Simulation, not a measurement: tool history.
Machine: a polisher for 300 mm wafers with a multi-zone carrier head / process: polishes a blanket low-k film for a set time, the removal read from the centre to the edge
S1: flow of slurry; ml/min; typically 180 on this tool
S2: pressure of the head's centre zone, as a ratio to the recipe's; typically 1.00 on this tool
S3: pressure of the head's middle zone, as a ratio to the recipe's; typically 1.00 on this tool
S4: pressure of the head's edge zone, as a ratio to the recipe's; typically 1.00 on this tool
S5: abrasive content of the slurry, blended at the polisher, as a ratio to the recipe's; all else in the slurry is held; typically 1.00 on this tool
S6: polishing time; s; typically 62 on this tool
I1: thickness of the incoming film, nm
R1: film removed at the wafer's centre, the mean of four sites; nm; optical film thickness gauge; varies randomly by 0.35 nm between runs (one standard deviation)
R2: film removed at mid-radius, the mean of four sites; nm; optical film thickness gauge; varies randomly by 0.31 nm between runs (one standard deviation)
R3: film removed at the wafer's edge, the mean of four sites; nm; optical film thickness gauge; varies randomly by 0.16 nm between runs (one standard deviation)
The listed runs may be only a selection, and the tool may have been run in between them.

run,day,S1,S2,S3,S4,S5,S6,I1,R1,R2,R3
1,0.000,180,1.00,1.00,1.00,1.00,55,330.4,23.2,23.7,22.4
2,0.750,180,1.00,1.00,1.00,1.00,62,328.1,25.2,25.9,25.2
3,2.154,180,1.00,1.00,0.92,1.00,62,325.2,25.7,26.1,23.7
4,3.154,180,1.00,1.00,1.00,1.00,62,333.4,24.5,25.7,24.5
5,4.538,180,1.00,1.00,1.00,1.00,43,329.9,17.2,17.4,16.9
# day 5.671: centre zone pressure recalibrated
6,5.854,210,1.00,1.00,1.00,1.00,62,325.8,25.0,26.0,24.3
# day 6.125: worn pad replaced by a new one
# day 7.029: carrier head's membrane replaced by a new one
# day 7.033: slurry nozzle cleaned
7,7.262,180,1.07,1.00,0.96,1.00,62,330.0,27.1,26.6,24.7
8,8.054,180,1.00,1.00,1.00,1.00,62,329.1,26.0,26.3,25.0
9,8.900,200,1.08,1.00,0.93,1.00,62,335.2,27.3,26.1,24.2
10,10.171,180,1.00,0.91,1.04,1.00,62,332.2,24.7,24.6,25.0
11,11.529,195,1.00,1.00,1.00,1.00,46,329.0,18.6,18.9,18.1
12,12.592,210,1.00,1.00,1.00,1.00,62,326.1,24.8,25.5,24.1
# day 12.950: edge zone pressure recalibrated
13,13.308,180,1.00,1.00,1.00,1.00,40,328.5,15.2,16.2,15.2
# day 14.204: worn pad replaced by a new one
14,14.600,215,1.00,1.00,1.10,1.00,62,333.6,27.1,27.7,27.0
# day 15.312: slurry nozzle cleaned
15,15.429,180,1.00,1.00,1.00,1.00,62,336.7,25.9,26.9,25.3
16,16.396,215,1.00,1.11,1.00,1.00,62,333.8,27.0,29.4,25.7
17,17.850,180,1.00,1.00,1.00,1.00,62,328.7,25.1,25.7,24.8
18,18.900,165,0.95,1.00,0.92,1.10,62,334.0,24.8,26.6,24.8
19,19.521,140,1.00,0.90,1.11,1.00,46,334.5,17.4,17.2,18.3
# day 20.633: worn pad replaced by a new one
20,20.875,145,1.00,1.00,1.00,1.00,62,331.1,25.5,25.4,24.6

The tool's hidden state at each run:
slurry flow missing at the pad, %: 0 at every run
deviation of the centre zone's pressure from its setpoint, %: 0 at every run
deviation of the edge zone's pressure from its setpoint, %: 0 at every run
H1: removal rate lost through wear of the pad, %
run,H1
1,1.5
2,2.27
3,3.72
4,4.74
5,6.17
6,7.52
7,1.9
8,2.72
9,3.59
10,4.89
11,6.29
12,7.38
13,8.11
14,0.411
15,1.26
16,2.26
17,3.75
18,4.83
19,5.47
20,0.89
